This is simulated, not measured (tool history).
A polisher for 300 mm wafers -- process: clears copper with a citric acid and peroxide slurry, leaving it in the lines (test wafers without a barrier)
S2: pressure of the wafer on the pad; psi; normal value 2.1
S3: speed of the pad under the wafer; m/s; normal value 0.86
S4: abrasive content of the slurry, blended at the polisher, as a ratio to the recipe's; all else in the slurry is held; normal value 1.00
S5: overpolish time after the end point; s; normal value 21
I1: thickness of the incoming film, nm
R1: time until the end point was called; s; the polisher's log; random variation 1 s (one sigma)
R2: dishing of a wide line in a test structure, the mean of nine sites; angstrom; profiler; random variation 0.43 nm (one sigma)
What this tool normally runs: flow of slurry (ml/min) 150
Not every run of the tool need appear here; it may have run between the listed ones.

Run 1, hour 0.0: usual settings but S3 0.74 m/s, S4 0.85; I1 115.2. Result: R1 111.7 s, R2 167 angstrom.
Run 2, hour 44.2: usual settings but S3 0.74 m/s, S4 0.85; I1 115.4. Result: R1 112.0 s, R2 162 angstrom.
Run 3, hour 81.7: usual settings but flow of slurry (ml/min) 165, S3 0.72 m/s; I1 115.0. Result: R1 107.4 s, R2 168 angstrom.
At hour 105.8: worn pad replaced by a new one.
Run 4, hour 119.2: usual settings but flow of slurry (ml/min) 165, S3 0.72 m/s; I1 115.7. Result: R1 101.4 s, R2 177 angstrom.
Run 5, hour 178.4: usual settings; I1 115.2. Result: R1 91.1 s, R2 192 angstrom.
Run 6, hour 231.9: usual settings; I1 113.2. Result: R1 90.9 s, R2 189 angstrom.
Run 7, hour 263.3: usual settings; I1 116.7. Result: R1 96.1 s, R2 187 angstrom.
Run 8, hour 308.9: usual settings but S4 0.85; I1 114.7. Result: R1 99.7 s, R2 183 angstrom.
At hour 344.7: slurry nozzle cleaned.
At hour 349.9: worn pad replaced by a new one.
Run 9, hour 368.9: usual settings; I1 112.3. Result: R1 87.7 s, R2 203 angstrom.
At hour 388.2: slurry blender recalibrated.
Run 10, hour 422.7: usual settings; I1 113.5. Result: R1 90.3 s, R2 196 angstrom.
Run 11, hour 461.7: usual settings; I1 115.2. Result: R1 94.2 s, R2 193 angstrom.
Run 12, hour 523.1: usual settings; I1 114.7. Result: R1 92.7 s, R2 191 angstrom.
Run 13, hour 585.7: usual settings; I1 114.3. Result: R1 93.4 s, R2 183 angstrom.
At hour 631.5: worn pad replaced by a new one.
At hour 652.8: head pressure recalibrated.
Run 14, hour 656.1: usual settings but S4 0.75; I1 114.6. Result: R1 97.3 s, R2 185 angstrom.
Run 15, hour 686.0: usual settings but S2 2.7 psi, S3 0.76 m/s, S4 1.20; I1 117.1. Result: R1 75.7 s, R2 232 angstrom.
Run 16, hour 747.6: usual settings but S3 1.02 m/s, S4 1.30; I1 114.9. Result: R1 76.5 s, R2 234 angstrom.
Run 17, hour 773.7: usual settings; I1 115.4. Result: R1 94.2 s, R2 199 angstrom.
Run 18, hour 818.4: usual settings but S3 0.94 m/s, S5 29 s; I1 116.6. Result: R1 89.6 s, R2 273 angstrom.
At hour 862.1: slurry blender recalibrated.
Run 19, hour 869.2: usual settings; I1 115.0. Result: R1 94.1 s, R2 194 angstrom.
Run 20, hour 893.5: usual settings; I1 117.1. Result: R1 99.3 s, R2 186 angstrom.
At hour 920.0: slurry nozzle cleaned.
At hour 928.4: worn pad replaced by a new one.
Run 21, hour 962.2: usual settings but S5 31 s; I1 114.5. Result: R1 88.6 s, R2 292 angstrom.
Run 22, hour 1022.5: usual settings but flow of slurry (ml/min) 185; I1 116.2. Result: R1 90.3 s, R2 200 angstrom.
Run 23, hour 1087.9: usual settings but S2 2.7 psi, S4 0.85; I1 116.7. Result: R1 76.0 s, R2 229 angstrom.
Run 24, hour 1122.3: usual settings but flow of slurry (ml/min) 105, S2 1.7 psi; I1 115.2. Result: R1 123.2 s, R2 145 angstrom.
At hour 1181.9: worn pad replaced by a new one.
Run 25, hour 1185.8: usual settings; I1 114.4. Result: R1 86.2 s, R2 202 angstrom.
Run 26, hour 1217.7: usual settings; I1 113.7. Result: R1 87.3 s, R2 206 angstrom.
Run 27, hour 1257.5: usual settings but S3 0.64 m/s; I1 113.1. Result: R1 113.4 s, R2 164 angstrom.

What if the next run were any one of these 5? Each begins from the tool's condition after run 27:
Run A, hour 1258.0: usual settings but S2 2.7 psi; I1 116.8. Result: R1 ?, R2 ?.
Run B, hour 1258.0: usual settings but S2 1.7 psi, S3 0.98 m/s, S4 1.25, S5 33 s; I1 116.8. Result: R1 ?, R2 ?.
Run C, hour 1258.0: usual settings but flow of slurry (ml/min) 130, S2 2.3 psi, S3 0.78 m/s, S4 0.75; I1 116.8. Result: R1 ?, R2 ?.
Run D, hour 1258.0: usual settings but S2 1.9 psi, S3 0.68 m/s, S5 31 s; I1 116.8. Result: R1 ?, R2 ?.
Run E, hour 1258.0: usual settings but flow of slurry (ml/min) 115, S3 0.58 m/s; I1 116.8. Result: R1 ?, R2 ?.

run     R1   R2
  A   72.7  243
  B   96.8  277
  C  100.8  179
  D  121.6  214
  E  129.7  140
Without the tool's hidden state the same runs would have given:
run     R1   R2
  A   68.8  256
  B   91.6  291
  C   95.4  188
  D  115.2  225
  E  122.8  148
